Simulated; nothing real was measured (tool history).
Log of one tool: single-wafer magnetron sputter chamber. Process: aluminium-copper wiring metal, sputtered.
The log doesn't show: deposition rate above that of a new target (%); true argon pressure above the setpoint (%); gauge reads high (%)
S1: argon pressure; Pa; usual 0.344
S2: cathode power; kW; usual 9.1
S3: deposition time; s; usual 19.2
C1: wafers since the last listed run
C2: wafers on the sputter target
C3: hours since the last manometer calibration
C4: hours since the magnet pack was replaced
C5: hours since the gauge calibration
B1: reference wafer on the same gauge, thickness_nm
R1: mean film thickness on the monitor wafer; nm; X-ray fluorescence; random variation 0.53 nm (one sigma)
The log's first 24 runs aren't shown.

Run 25, hour 682.2: usual settings; C1 807; C2 2674; C3 52.2; C4 83.2; C5 298.5; B1 352.973. Result: R1 348.038 nm.
Run 26, hour 700.7: usual settings but S1 0.259 Pa, S2 6.8 kW, S3 16.7 s; C1 559; C2 3233; C3 70.7; C4 101.7; C5 317; B1 353.027. Result: R1 231.749 nm.
Run 27, hour 734.9: usual settings; C1 1033; C2 4267; C3 104.9; C4 135.9; C5 351.2; B1 353.166. Result: R1 347.682 nm.
Run 28, hour 761.8: usual settings but S1 0.428 Pa, S2 11.1 kW, S3 15.5 s; C1 813; C2 5080; C3 131.8; C4 162.8; C5 378.1; B1 352.986. Result: R1 332.829 nm.
Run 29, hour 794.3: usual settings but S3 17.9 s; C1 982; C2 6063; C3 164.3; C4 195.3; C5 410.6; B1 352.941. Result: R1 321.468 nm.
At hour 808.7: sputter target and shields replaced.
Run 30, hour 819: usual settings; C1 504; C2 311; C3 189; C4 220; C5 435.3; B1 352.921. Result: R1 351.485 nm.
Run 31, hour 889.7: usual settings but S1 0.294 Pa; C1 2137; C2 2448; C3 259.7; C4 290.7; C5 506; B1 352.953. Result: R1 355.026 nm.
Run 32, hour 917.1: usual settings but S3 17.3 s; C1 828; C2 3276; C3 287.1; C4 318.1; C5 533.4; B1 352.999. Result: R1 314.442 nm.
Run 33, hour 931.5: usual settings but S1 0.294 Pa; C1 435; C2 3712; C3 301.5; C4 332.5; C5 547.8; B1 352.815. Result: R1 354.979 nm.

5 ways to go on from here, each from the tool as it stands after run 33. What would each give?
Run A, hour 931.9: usual settings; C1 12; C2 3724; C3 301.9; C4 332.9; C5 548.2; B1 ?. Result: R1 ?.
Run B, hour 931.9: usual settings but S1 0.47 Pa; C1 12; C2 3724; C3 301.9; C4 332.9; C5 548.2; B1 ?. Result: R1 ?.
Run C, hour 931.9: usual settings but S1 0.209 Pa, S2 11.25 kW, S3 22.9 s; C1 12; C2 3724; C3 301.9; C4 332.9; C5 548.2; B1 ?. Result: R1 ?.
Run D, hour 931.9: usual settings but S1 0.402 Pa; C1 12; C2 3724; C3 301.9; C4 332.9; C5 548.2; B1 ?. Result: R1 ?.
Run E, hour 931.9: usual settings but S1 0.38 Pa, S2 7.75 kW, S3 21.8 s; C1 12; C2 3724; C3 301.9; C4 332.9; C5 548.2; B1 ?. Result: R1 ?.

run       B1       R1
  A  353.045  348.223
  B  353.045  334.542
  C  353.045  536.352
  D  353.045  341.831
  E  353.045  332.868
Without the tool's hidden state the same runs would have given:
run       R1
  A  351.487
  B  337.696
  C   541.35
  D  345.044
  E  335.994

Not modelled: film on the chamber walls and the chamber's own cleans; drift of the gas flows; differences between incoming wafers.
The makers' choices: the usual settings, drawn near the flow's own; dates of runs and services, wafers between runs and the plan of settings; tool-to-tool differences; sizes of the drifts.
